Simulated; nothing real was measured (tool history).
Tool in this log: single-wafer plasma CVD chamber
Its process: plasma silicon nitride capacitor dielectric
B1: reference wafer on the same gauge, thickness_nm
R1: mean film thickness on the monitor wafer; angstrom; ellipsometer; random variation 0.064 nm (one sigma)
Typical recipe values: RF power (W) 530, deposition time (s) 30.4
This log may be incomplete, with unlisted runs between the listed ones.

Run 1, hour 0.0: usual settings; B1 49.080. Result: R1 426.01 angstrom.
At hour 4.5: gauge calibrated.
Run 2, hour 11.2: usual settings; B1 49.107. Result: R1 423.70 angstrom.
Run 3, hour 18.1: usual settings; B1 49.111. Result: R1 426.29 angstrom.
Run 4, hour 43.1: usual settings; B1 49.112. Result: R1 424.38 angstrom.
Run 5, hour 58.7: usual settings; B1 49.099. Result: R1 423.79 angstrom.
Run 6, hour 67.8: usual settings; B1 49.125. Result: R1 424.23 angstrom.
Run 7, hour 101.2: usual settings; B1 49.091. Result: R1 424.86 angstrom.
Run 8, hour 117.4: usual settings but RF power (W) 460, deposition time (s) 28.2; B1 49.081. Result: R1 383.43 angstrom.
Run 9, hour 134.6: usual settings but RF power (W) 460, deposition time (s) 28.2; B1 49.092. Result: R1 384.40 angstrom.
Run 10, hour 148.5: usual settings; B1 49.089. Result: R1 425.43 angstrom.
Run 11, hour 162.3: usual settings; B1 49.109. Result: R1 424.85 angstrom.
Run 12, hour 207.5: usual settings; B1 49.125. Result: R1 425.74 angstrom.
Run 13, hour 221.3: usual settings; B1 49.094. Result: R1 423.37 angstrom.
At hour 249.5: showerhead replaced.
Run 14, hour 250.0: usual settings; B1 49.098. Result: R1 423.37 angstrom.
Run 15, hour 251.3: usual settings; B1 49.108. Result: R1 424.24 angstrom.
Run 16, hour 261.0: usual settings but RF power (W) 480; B1 49.108. Result: R1 416.20 angstrom.
Run 17, hour 272.1: usual settings; B1 49.102. Result: R1 423.67 angstrom.
At hour 276.2: gauge calibrated.
Run 18, hour 281.0: usual settings but RF power (W) 595, deposition time (s) 27.5; B1 49.109. Result: R1 393.75 angstrom.
Run 19, hour 288.2: usual settings but RF power (W) 560, deposition time (s) 27.5; B1 49.106. Result: R1 389.19 angstrom.
Run 20, hour 296.2: usual settings; B1 49.137. Result: R1 424.63 angstrom.
At hour 315.4: RF generator calibrated.
Run 21, hour 315.9: usual settings but RF power (W) 460, deposition time (s) 28.2; B1 49.087. Result: R1 383.70 angstrom.
Run 22, hour 323.7: usual settings but RF power (W) 465, deposition time (s) 25.7; B1 49.089. Result: R1 351.06 angstrom.
Run 23, hour 340.2: usual settings but RF power (W) 485, deposition time (s) 36.1; B1 49.078. Result: R1 495.22 angstrom.
Run 24, hour 355.0: usual settings but RF power (W) 460, deposition time (s) 36.0; B1 49.074. Result: R1 488.10 angstrom.
Run 25, hour 380.2: usual settings but RF power (W) 580; B1 49.111. Result: R1 432.47 angstrom.
Run 26, hour 391.4: usual settings but RF power (W) 475, deposition time (s) 33.5; B1 49.093. Result: R1 458.87 angstrom.
Run 27, hour 409.1: usual settings but RF power (W) 500, deposition time (s) 28.1; B1 49.092. Result: R1 387.82 angstrom.
Run 28, hour 423.3: usual settings; B1 49.104. Result: R1 424.70 angstrom.
Run 29, hour 432.2: usual settings but RF power (W) 480, deposition time (s) 27.1; B1 49.107. Result: R1 371.18 angstrom.
Run 30, hour 446.9: usual settings; B1 49.122. Result: R1 425.61 angstrom.
Run 31, hour 464.1: usual settings but RF power (W) 435, deposition time (s) 25.8; B1 49.129. Result: R1 346.38 angstrom.
Run 32, hour 473.1: usual settings but RF power (W) 615, deposition time (s) 26.5; B1 49.113. Result: R1 382.52 angstrom.

The tool's hidden state at each run:
delivered RF power above the setpoint (%): 0 in every run
gauge reads high (%): 0 in every run
